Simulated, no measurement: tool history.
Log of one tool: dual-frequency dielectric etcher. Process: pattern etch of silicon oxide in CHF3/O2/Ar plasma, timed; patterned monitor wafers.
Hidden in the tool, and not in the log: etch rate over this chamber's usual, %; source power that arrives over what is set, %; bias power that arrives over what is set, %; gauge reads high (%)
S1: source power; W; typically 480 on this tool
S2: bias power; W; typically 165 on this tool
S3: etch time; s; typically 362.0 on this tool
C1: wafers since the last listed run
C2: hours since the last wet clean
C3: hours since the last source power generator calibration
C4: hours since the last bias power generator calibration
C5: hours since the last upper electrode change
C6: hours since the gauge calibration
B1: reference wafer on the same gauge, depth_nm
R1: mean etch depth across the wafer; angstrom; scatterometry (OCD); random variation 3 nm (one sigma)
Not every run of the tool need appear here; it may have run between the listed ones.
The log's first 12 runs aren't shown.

run   hour   S1   S2     S3   C1     C2     C3      C4     C5     C6     B1    R1
 13  167.3  480  165  322.0   70  388.0   31.8  2286.9   88.9  110.1  781.1  5615
 14  184.4  520  184  262.0  101  405.1   48.9  2304.0  106.0  127.2  780.4  4808
     196.3  -- bias power generator calibrated
 15  196.8  540  145  296.5   50  417.5   61.3     0.5  118.4  139.6  777.8  5021
 16  203.2  420  127  362.0   38  423.9   67.7     6.9  124.8  146.0  780.0  5476
 17  220.5  590  165  362.0  103  441.2   85.0    24.2  142.1  163.3  780.0  6566
 18  235.5  380  165  320.5   89  456.2  100.0    39.2  157.1  178.3  780.3  5188
     266.1  -- wet clean of the chamber
 19  266.6  480  165  460.0   42    0.5  131.1    70.3  188.2  209.4  780.0  8297
 20  267.1  570  131  319.5    2    1.0  131.6    70.8  188.7  209.9  780.8  5552
 21  279.0  580  165  261.5   70   12.9  143.5    82.7  200.6  221.8  780.0  4993
 22  294.9  480  165  295.5   94   28.8  159.4    98.6  216.5  237.7  779.8  5287
 23  303.7  480  165  362.0   52   37.6  168.2   107.4  225.3  246.5  780.3  6467
 24  318.8  480  134  267.5   89   52.7  183.3   122.5  240.4  261.6  779.5  4481
 25  327.8  560  154  309.5   53   61.7  192.3   131.5  249.4  270.6  780.3  5639
 26  335.1  480  165  362.0   43   69.0  199.6   138.8  256.7  277.9  779.4  6471
 27  343.8  590  165  332.0   51   77.7  208.3   147.5  265.4  286.6  779.8  6214
 28  357.9  480  165  362.0   84   91.8  222.4   161.6  279.5  300.7  780.7  6471
 29  368.9  380  180  362.0   65  102.8  233.4   172.6  290.5  311.7  780.9  6325
 30  383.6  410  165  362.0   87  117.5  248.1   187.3  305.2  326.4  781.9  6213

Predict each of these 4 candidate next runs independently; none follows another, all start after run 30:
  A  384.1  480  180  362.0   2  118.0  248.6  187.8  305.7  326.9   ?   ?
  B  384.1  530  132  319.0   2  118.0  248.6  187.8  305.7  326.9   ?   ?
  C  384.1  440  130  362.0   2  118.0  248.6  187.8  305.7  326.9   ?   ?
  D  384.1  480  165  423.0   2  118.0  248.6  187.8  305.7  326.9   ?   ?

run     B1    R1
  A  780.6  6676
  B  780.6  5414
  C  780.6  5833
  D  780.6  7563
Without the tool's unlogged condition, the same runs would have read:
run    R1
  A  6782
  B  5500
  C  5925
  D  7683
